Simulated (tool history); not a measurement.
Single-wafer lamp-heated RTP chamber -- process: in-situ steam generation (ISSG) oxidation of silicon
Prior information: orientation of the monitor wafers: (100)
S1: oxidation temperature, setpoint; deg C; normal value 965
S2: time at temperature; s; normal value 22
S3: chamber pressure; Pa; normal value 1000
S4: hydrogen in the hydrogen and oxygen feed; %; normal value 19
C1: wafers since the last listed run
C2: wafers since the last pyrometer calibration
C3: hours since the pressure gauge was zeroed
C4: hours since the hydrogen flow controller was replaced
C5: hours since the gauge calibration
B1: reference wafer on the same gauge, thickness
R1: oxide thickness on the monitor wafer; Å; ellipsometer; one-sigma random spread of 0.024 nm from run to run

| run | day | S1 | S2 | S3 | S4 | C1 | C2 | C3 | C4 | C5 | B1 | R1 |
|---|---|---|---|---|---|---|---|---|---|---|---|---|
| 1 | 0 | 965 | 22 | 1000 | 19 | 0 | 4139 | 2938.5 | 5246.8 | 273.2 | 5.895 | 53.07 |
| 2 | 0.921 | 951 | 22 | 1000 | 19 | 202 | 4342 | 2960.6 | 5268.9 | 295.3 | 5.903 | 50.88 |
| 3 | 1.567 | 951 | 22 | 1000 | 19 | 142 | 4485 | 2976.1 | 5284.4 | 310.8 | 5.899 | 51.1 |
| 4 | 2.446 | 965 | 22 | 1000 | 19 | 193 | 4678 | 2997.2 | 5305.5 | 331.9 | 5.896 | 53.47 |
| 5 | 3.133 | 965 | 22 | 1000 | 19 | 151 | 4830 | 3013.7 | 5322 | 348.4 | 5.898 | 53.6 |
| 6 | 3.7 | 965 | 22 | 1000 | 19 | 124 | 4955 | 3027.3 | 5335.6 | 362 | 5.901 | 53.19 |
|  | 6.367 | pressure gauge zeroed |
| 7 | 6.388 | 956 | 22 | 1000 | 19 | 518 | 5474 | 0.5 | 5400.1 | 426.5 | 5.91 | 52.23 |
| 8 | 7.65 | 956 | 22 | 1000 | 19 | 278 | 5752 | 30.8 | 5430.4 | 456.8 | 5.904 | 51.71 |
| 9 | 10.925 | 956 | 22 | 1000 | 19 | 721 | 6474 | 109.4 | 5509 | 535.4 | 5.902 | 51.94 |
|  | 12.862 | pyrometer window cleaned and pyrometer calibrated |
| 10 | 13.238 | 965 | 22 | 1000 | 19 | 436 | 82 | 164.9 | 5564.5 | 590.9 | 5.893 | 53.51 |
| 11 | 14.446 | 965 | 22 | 1000 | 19 | 266 | 348 | 193.9 | 5593.5 | 619.9 | 5.895 | 53.4 |
| 12 | 15.762 | 965 | 22 | 1000 | 19 | 290 | 638 | 225.5 | 5625.1 | 651.5 | 5.892 | 53.25 |
| 13 | 17.1 | 947 | 17 | 920 | 13 | 294 | 933 | 257.6 | 5657.2 | 683.6 | 5.902 | 41.39 |
|  | 18.412 | hydrogen flow controller replaced |
| 14 | 20.129 | 965 | 22 | 1000 | 19 | 594 | 1527 | 330.3 | 41.2 | 756.3 | 5.906 | 53.51 |
| 15 | 21.112 | 965 | 22 | 1000 | 19 | 216 | 1744 | 353.9 | 64.8 | 779.9 | 5.894 | 53.47 |
| 16 | 21.658 | 959 | 28 | 1133 | 22 | 120 | 1864 | 367 | 77.9 | 793 | 5.9 | 60.11 |
| 17 | 22.583 | 979 | 22 | 920 | 23 | 203 | 2068 | 389.2 | 100.1 | 815.2 | 5.903 | 58.24 |
| 18 | 23.85 | 957 | 16 | 1000 | 19 | 279 | 2347 | 419.6 | 130.5 | 845.6 | 5.904 | 45.84 |
|  | 24.592 | gauge calibrated |
| 19 | 24.746 | 965 | 22 | 1000 | 19 | 197 | 2545 | 441.1 | 152 | 3.7 | 5.898 | 53.16 |
| 20 | 25.779 | 965 | 31 | 1000 | 19 | 227 | 2772 | 465.9 | 176.8 | 28.5 | 5.902 | 62.27 |
| 21 | 27.067 | 965 | 22 | 1000 | 19 | 283 | 3056 | 496.8 | 207.7 | 59.4 | 5.9 | 53.43 |
| 22 | 28.238 | 965 | 22 | 1080 | 19 | 258 | 3314 | 524.9 | 235.8 | 87.5 | 5.899 | 53.53 |
| 23 | 29.175 | 978 | 15 | 920 | 19 | 206 | 3521 | 547.4 | 258.3 | 110 | 5.902 | 47.12 |
| 24 | 29.85 | 973 | 22 | 1107 | 19 | 148 | 3670 | 563.6 | 274.5 | 126.2 | 5.909 | 55.07 |
| 25 | 30.917 | 955 | 26 | 947 | 11 | 235 | 3905 | 589.2 | 300.1 | 151.8 | 5.9 | 49.56 |
| 26 | 32.121 | 983 | 25 | 920 | 23 | 265 | 4170 | 618.1 | 329 | 180.7 | 5.897 | 62.67 |
| 27 | 32.8 | 973 | 22 | 1000 | 14 | 149 | 4320 | 634.4 | 345.3 | 197 | 5.892 | 51.34 |
| 28 | 33.546 | 965 | 22 | 1173 | 19 | 164 | 4484 | 652.3 | 363.2 | 214.9 | 5.903 | 52.85 |
| 29 | 34.658 | 979 | 29 | 1093 | 19 | 245 | 4729 | 679 | 389.9 | 241.6 | 5.896 | 64.44 |
| 30 | 35.158 | 965 | 22 | 1080 | 26 | 110 | 4840 | 691 | 401.9 | 253.6 | 5.901 | 57.23 |

Each row is a separate what-if for the run after 30, all from the same tool condition, not one after another. Results?
| A | 35.175 | 965 | 22 | 1000 | 19 | 3 | 4843 | 691.4 | 402.3 | 254 | ? | ? |
| B | 35.175 | 958 | 22 | 1000 | 11 | 3 | 4843 | 691.4 | 402.3 | 254 | ? | ? |
| C | 35.175 | 965 | 30 | 920 | 27 | 3 | 4843 | 691.4 | 402.3 | 254 | ? | ? |
| D | 35.175 | 972 | 22 | 1000 | 12 | 3 | 4843 | 691.4 | 402.3 | 254 | ? | ? |
| E | 35.175 | 965 | 22 | 920 | 19 | 3 | 4843 | 691.4 | 402.3 | 254 | ? | ? |

| run | B1 | R1 |
|---|---|---|
| A | 5.903 | 53.2 |
| B | 5.903 | 46.21 |
| C | 5.903 | 66.28 |
| D | 5.903 | 49.3 |
| E | 5.903 | 52.94 |
With the hidden condition removed and each run's random variation left untouched, the same runs would have given:
| run | R1 |
|---|---|
| A | 53.2 |
| B | 46.21 |
| C | 66.28 |
| D | 49.3 |
| E | 52.94 |
